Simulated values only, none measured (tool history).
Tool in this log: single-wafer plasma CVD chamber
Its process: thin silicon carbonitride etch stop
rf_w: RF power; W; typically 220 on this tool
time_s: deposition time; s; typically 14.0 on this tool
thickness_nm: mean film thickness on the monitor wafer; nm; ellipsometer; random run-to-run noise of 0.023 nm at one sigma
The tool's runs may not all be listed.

run   hour  rf_w  time_s  wafers since the last listed run  hours since the last thermocouple change  hours since the last RF generator calibration  hours since the showerhead was replaced  hours since the gauge calibration  read-back reference wafer on the same gauge, thickness_nm  thickness_nm
  1    0.0   185    14.0                                 0                                     637.0                                         1348.2                                   5991.0                               53.9                                                      8.689         7.967
  2   54.9   185    14.0                              1533                                     691.9                                         1403.1                                   6045.9                              108.8                                                      8.679         7.928
  3   87.9   185    14.0                               921                                     724.9                                         1436.1                                   6078.9                              141.8                                                      8.676         7.938
  4  151.3   220    14.0                              1771                                     788.3                                         1499.5                                   6142.3                              205.2                                                      8.676         8.547
  5  192.7   220    14.0                              1156                                     829.7                                         1540.9                                   6183.7                              246.6                                                      8.675         8.560
  6  240.7   220    14.0                              1340                                     877.7                                         1588.9                                   6231.7                              294.6                                                      8.688         8.535
  7  292.3   220    14.0                              1441                                     929.3                                         1640.5                                   6283.3                              346.2                                                      8.682         8.582
  8  321.1   235    14.0                               804                                     958.1                                         1669.3                                   6312.1                              375.0                                                      8.684         8.780
     349.6  -- thermocouple changed; heater temperature recalibrated
  9  366.1   235    14.0                              1033                                      16.5                                         1714.3                                   6357.1                              420.0                                                      8.682         8.744
 10  418.1   220    14.0                              1452                                      68.5                                         1766.3                                   6409.1                              472.0                                                      8.685         8.562
     429.9  -- showerhead replaced
 11  461.8   220    14.0                               997                                     112.2                                         1810.0                                     31.9                              515.7                                                      8.686         8.524
 12  514.6   195    14.0                              1474                                     165.0                                         1862.8                                     84.7                              568.5                                                      8.684         8.136
 13  574.3   185    11.7                              1667                                     224.7                                         1922.5                                    144.4                              628.2                                                      8.680         6.622
     700.9  -- gauge calibrated
 14  739.9   195    15.4                              4626                                     390.3                                         2088.1                                    310.0                               39.0                                                      8.687         8.927
 15  784.6   220    14.0                              1248                                     435.0                                         2132.8                                    354.7                               83.7                                                      8.677         8.511
     809.0  -- RF generator calibrated
 16  855.7   220    14.0                              1762                                     506.1                                           46.7                                    425.8                              154.8                                                      8.677         8.860
 17  902.5   255    12.2                              1307                                     552.9                                           93.5                                    472.6                              201.6                                                      8.668         8.143
 18  972.5   245    16.7                              1955                                     622.9                                          163.5                                    542.6                              271.6                                                      8.681        10.896

The next listed run, before its measurement:
 19  1022.8   190    15.1                              1405                                     673.2                                          213.8                                    592.9                              321.9                                                          ?             ?

read-back reference wafer on the same gauge, thickness_nm: 8.686
thickness_nm: 8.892 nm
If the tool had no hidden condition, the same run with the same run-to-run variation would have returned thickness_nm 8.976 nm.
